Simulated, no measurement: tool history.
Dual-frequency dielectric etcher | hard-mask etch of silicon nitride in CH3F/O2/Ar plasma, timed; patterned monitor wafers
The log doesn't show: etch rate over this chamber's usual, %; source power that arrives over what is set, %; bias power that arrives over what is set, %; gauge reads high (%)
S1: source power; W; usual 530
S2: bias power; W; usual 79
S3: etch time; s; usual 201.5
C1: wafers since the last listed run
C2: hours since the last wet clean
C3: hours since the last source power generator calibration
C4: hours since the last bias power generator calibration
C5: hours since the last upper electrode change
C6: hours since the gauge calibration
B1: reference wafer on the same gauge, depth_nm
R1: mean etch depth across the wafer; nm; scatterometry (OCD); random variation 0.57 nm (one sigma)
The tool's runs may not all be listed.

run 1 day=0.000 | S1=470 S2=79 S3=201.5 | C1=0 C2=290.7 C3=3766.8 C4=4141.4 C5=3119.8 C6=77.8 | B1=175.0 | R1=176.7
run 2 day=1.092 | S1=470 S2=79 S3=201.5 | C1=147 C2=316.9 C3=3793.0 C4=4167.6 C5=3146.0 C6=104.0 | B1=175.1 | R1=176.3
run 3 day=2.425 | S1=530 S2=79 S3=201.5 | C1=179 C2=348.9 C3=3825.0 C4=4199.6 C5=3178.0 C6=136.0 | B1=174.9 | R1=181.1
run 4 day=2.946 | S1=530 S2=79 S3=201.5 | C1=70 C2=361.4 C3=3837.5 C4=4212.1 C5=3190.5 C6=148.5 | B1=175.1 | R1=180.9
run 5 day=3.458 | S1=530 S2=79 S3=240.5 | C1=69 C2=373.7 C3=3849.8 C4=4224.4 C5=3202.8 C6=160.8 | B1=174.9 | R1=217.5
run 6 day=4.796 | S1=530 S2=79 S3=240.5 | C1=180 C2=405.8 C3=3881.9 C4=4256.5 C5=3234.9 C6=192.9 | B1=175.1 | R1=216.8
run 7 day=5.654 | S1=530 S2=79 S3=240.5 | C1=115 C2=426.4 C3=3902.5 C4=4277.1 C5=3255.5 C6=213.5 | B1=175.1 | R1=217.1
run 8 day=6.796 | S1=530 S2=79 S3=201.5 | C1=153 C2=453.8 C3=3929.9 C4=4304.5 C5=3282.9 C6=240.9 | B1=175.1 | R1=181.2
run 9 day=8.288 | S1=530 S2=79 S3=201.5 | C1=200 C2=489.6 C3=3965.7 C4=4340.3 C5=3318.7 C6=276.7 | B1=174.9 | R1=181.6
-- day=9.729 wet clean of the chamber
run 10 day=9.750 | S1=630 S2=79 S3=201.5 | C1=62 C2=0.5 C3=4000.8 C4=4375.4 C5=3353.8 C6=311.8 | B1=174.8 | R1=188.1
run 11 day=9.833 | S1=530 S2=79 S3=201.5 | C1=11 C2=2.5 C3=4002.8 C4=4377.4 C5=3355.8 C6=313.8 | B1=174.8 | R1=181.8
run 12 day=10.442 | S1=530 S2=79 S3=201.5 | C1=81 C2=17.1 C3=4017.4 C4=4392.0 C5=3370.4 C6=328.4 | B1=175.0 | R1=182.4
run 13 day=11.642 | S1=530 S2=79 S3=201.5 | C1=161 C2=45.9 C3=4046.2 C4=4420.8 C5=3399.2 C6=357.2 | B1=174.9 | R1=181.2
-- day=11.962 gauge calibrated
-- day=13.483 upper electrode replaced
run 14 day=13.504 | S1=530 S2=79 S3=201.5 | C1=116 C2=90.6 C3=4090.9 C4=4465.5 C5=0.5 C6=37.0 | B1=175.2 | R1=181.3
run 15 day=13.779 | S1=530 S2=79 S3=201.5 | C1=37 C2=97.2 C3=4097.5 C4=4472.1 C5=7.1 C6=43.6 | B1=174.9 | R1=180.9
-- day=14.312 bias power generator calibrated
run 16 day=14.588 | S1=430 S2=79 S3=247.0 | C1=86 C2=116.6 C3=4116.9 C4=6.6 C5=26.5 C6=63.0 | B1=175.0 | R1=213.0
run 17 day=15.104 | S1=590 S2=90 S3=201.5 | C1=69 C2=129.0 C3=4129.3 C4=19.0 C5=38.9 C6=75.4 | B1=175.0 | R1=195.0
run 18 day=16.454 | S1=530 S2=79 S3=201.5 | C1=181 C2=161.4 C3=4161.7 C4=51.4 C5=71.3 C6=107.8 | B1=175.1 | R1=181.5
run 19 day=17.017 | S1=530 S2=79 S3=237.0 | C1=75 C2=174.9 C3=4175.2 C4=64.9 C5=84.8 C6=121.3 | B1=174.9 | R1=214.6
run 20 day=18.267 | S1=580 S2=64 S3=250.5 | C1=168 C2=204.9 C3=4205.2 C4=94.9 C5=114.8 C6=151.3 | B1=174.9 | R1=214.6
run 21 day=18.917 | S1=530 S2=66 S3=201.5 | C1=87 C2=220.5 C3=4220.8 C4=110.5 C5=130.4 C6=166.9 | B1=174.8 | R1=171.4
run 22 day=20.088 | S1=530 S2=79 S3=172.0 | C1=157 C2=248.6 C3=4248.9 C4=138.6 C5=158.5 C6=195.0 | B1=175.1 | R1=155.2
run 23 day=20.650 | S1=530 S2=92 S3=201.5 | C1=75 C2=262.1 C3=4262.4 C4=152.1 C5=172.0 C6=208.5 | B1=174.9 | R1=190.8
run 24 day=21.417 | S1=530 S2=79 S3=201.5 | C1=103 C2=280.5 C3=4280.8 C4=170.5 C5=190.4 C6=226.9 | B1=175.0 | R1=182.3
-- day=22.171 source power generator calibrated
run 25 day=22.767 | S1=530 S2=79 S3=158.5 | C1=159 C2=312.9 C3=14.3 C4=202.9 C5=222.8 C6=259.3 | B1=175.2 | R1=143.0
run 26 day=23.408 | S1=530 S2=95 S3=201.5 | C1=86 C2=328.3 C3=29.7 C4=218.3 C5=238.2 C6=274.7 | B1=174.9 | R1=193.3
run 27 day=24.004 | S1=530 S2=79 S3=225.0 | C1=80 C2=342.6 C3=44.0 C4=232.6 C5=252.5 C6=289.0 | B1=174.9 | R1=203.3
run 28 day=24.867 | S1=610 S2=79 S3=201.5 | C1=116 C2=363.3 C3=64.7 C4=253.3 C5=273.2 C6=309.7 | B1=175.2 | R1=187.7
run 29 day=25.642 | S1=450 S2=79 S3=143.5 | C1=104 C2=381.9 C3=83.3 C4=271.9 C5=291.8 C6=328.3 | B1=175.0 | R1=124.6
run 30 day=27.142 | S1=640 S2=79 S3=244.5 | C1=202 C2=417.9 C3=119.3 C4=307.9 C5=327.8 C6=364.3 | B1=175.2 | R1=229.5
run 31 day=27.775 | S1=530 S2=95 S3=201.5 | C1=85 C2=433.1 C3=134.5 C4=323.1 C5=343.0 C6=379.5 | B1=175.2 | R1=194.2

3 ways to go on from here, each from the tool as it stands after run 31. What would each give?
run A day=27.796 | S1=530 S2=79 S3=201.5 | C1=2 C2=433.6 C3=135.0 C4=323.6 C5=343.5 C6=380.0 | B1=? | R1=?
run B day=27.796 | S1=650 S2=79 S3=201.5 | C1=2 C2=433.6 C3=135.0 C4=323.6 C5=343.5 C6=380.0 | B1=? | R1=?
run C day=27.796 | S1=410 S2=79 S3=243.5 | C1=2 C2=433.6 C3=135.0 C4=323.6 C5=343.5 C6=380.0 | B1=? | R1=?

run=A B1=175.0 R1=182.6
run=B B1=175.0 R1=191.4
run=C B1=175.0 R1=209.1
Without the tool's hidden state the same runs would have given:
run=A R1=182.6
run=B R1=191.4
run=C R1=209.1
